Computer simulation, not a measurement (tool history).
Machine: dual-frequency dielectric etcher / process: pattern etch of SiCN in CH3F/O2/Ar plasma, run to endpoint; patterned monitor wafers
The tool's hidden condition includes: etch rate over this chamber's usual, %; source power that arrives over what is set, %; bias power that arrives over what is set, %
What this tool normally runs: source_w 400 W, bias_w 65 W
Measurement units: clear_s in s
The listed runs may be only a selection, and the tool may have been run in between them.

run,hour,source_w,bias_w,wafers since the last listed run,hours since the last wet clean,hours since the last source power generator calibration,hours since the last bias power generator calibration,hours since the last upper electrode change,"incoming incoming film thickness, nm",clear_s
1,0,370,65,0,261.6,1853.6,2258.6,5701.5,10.36,29.9
2,11.1,400,65,90,272.7,1864.7,2269.7,5712.6,10.47,29.5
3,22,400,65,88,283.6,1875.6,2280.6,5723.5,10.41,29.2
4,28.7,440,71,54,290.3,1882.3,2287.3,5730.2,10.39,27.5
5,45.7,400,77,138,307.3,1899.3,2304.3,5747.2,10.19,27.4
6,57.7,400,77,97,319.3,1911.3,2316.3,5759.2,10.45,28.2
# hour 83.5: upper electrode replaced, of another model than before
7,84,400,77,18,345.6,1937.6,2342.6,0.5,10.43,27.7
8,84.4,400,65,3,346,1938,2343,0.9,10.37,29.4
# hour 94.5: bias power generator calibrated
9,95,380,75,53,356.6,1948.6,0.5,11.5,10.42,28.7
10,103.2,440,74,66,364.8,1956.8,8.7,19.7,10.44,26.9
11,117.8,440,74,119,379.4,1971.4,23.3,34.3,10.42,26.8
12,146.3,310,57,232,407.9,1999.9,51.8,62.8,10.37,34.8
13,161.5,370,65,123,423.1,2015.1,67,78,10.37,30.7
# hour 165.9: source power generator calibrated
# hour 186: wet clean of the chamber
14,186.5,400,65,7,0.5,20.6,92,103,10.28,27.5
15,186.8,430,65,2,0.8,20.9,92.3,103.3,10.41,27.2
16,191,480,77,34,5,25.1,96.5,107.5,10.46,24.3
17,207.8,370,65,137,21.8,41.9,113.3,124.3,10.36,29.4
18,214.4,400,65,53,28.4,48.5,119.9,130.9,10.38,28
19,226.3,440,79,97,40.3,60.4,131.8,142.8,10.37,25.1
20,235.1,400,56,71,49.1,69.2,140.6,151.6,10.57,30.2
21,252.8,480,65,144,66.8,86.9,158.3,169.3,10.38,25.7
22,265.4,330,73,102,79.4,99.5,170.9,181.9,10.5,30.1

Branching from run 22: 3 alternative next runs. What would each branch give?
A,265.8,320,65,3,79.8,99.9,171.3,182.3,10.44,?
B,265.8,480,52,3,79.8,99.9,171.3,182.3,10.44,?
C,265.8,400,80,3,79.8,99.9,171.3,182.3,10.44,?

run,clear_s
A,31.5
B,27.9
C,26.2
What these runs would have given with no unlogged condition in the tool:
run,clear_s
A,31.4
B,27.8
C,26.1

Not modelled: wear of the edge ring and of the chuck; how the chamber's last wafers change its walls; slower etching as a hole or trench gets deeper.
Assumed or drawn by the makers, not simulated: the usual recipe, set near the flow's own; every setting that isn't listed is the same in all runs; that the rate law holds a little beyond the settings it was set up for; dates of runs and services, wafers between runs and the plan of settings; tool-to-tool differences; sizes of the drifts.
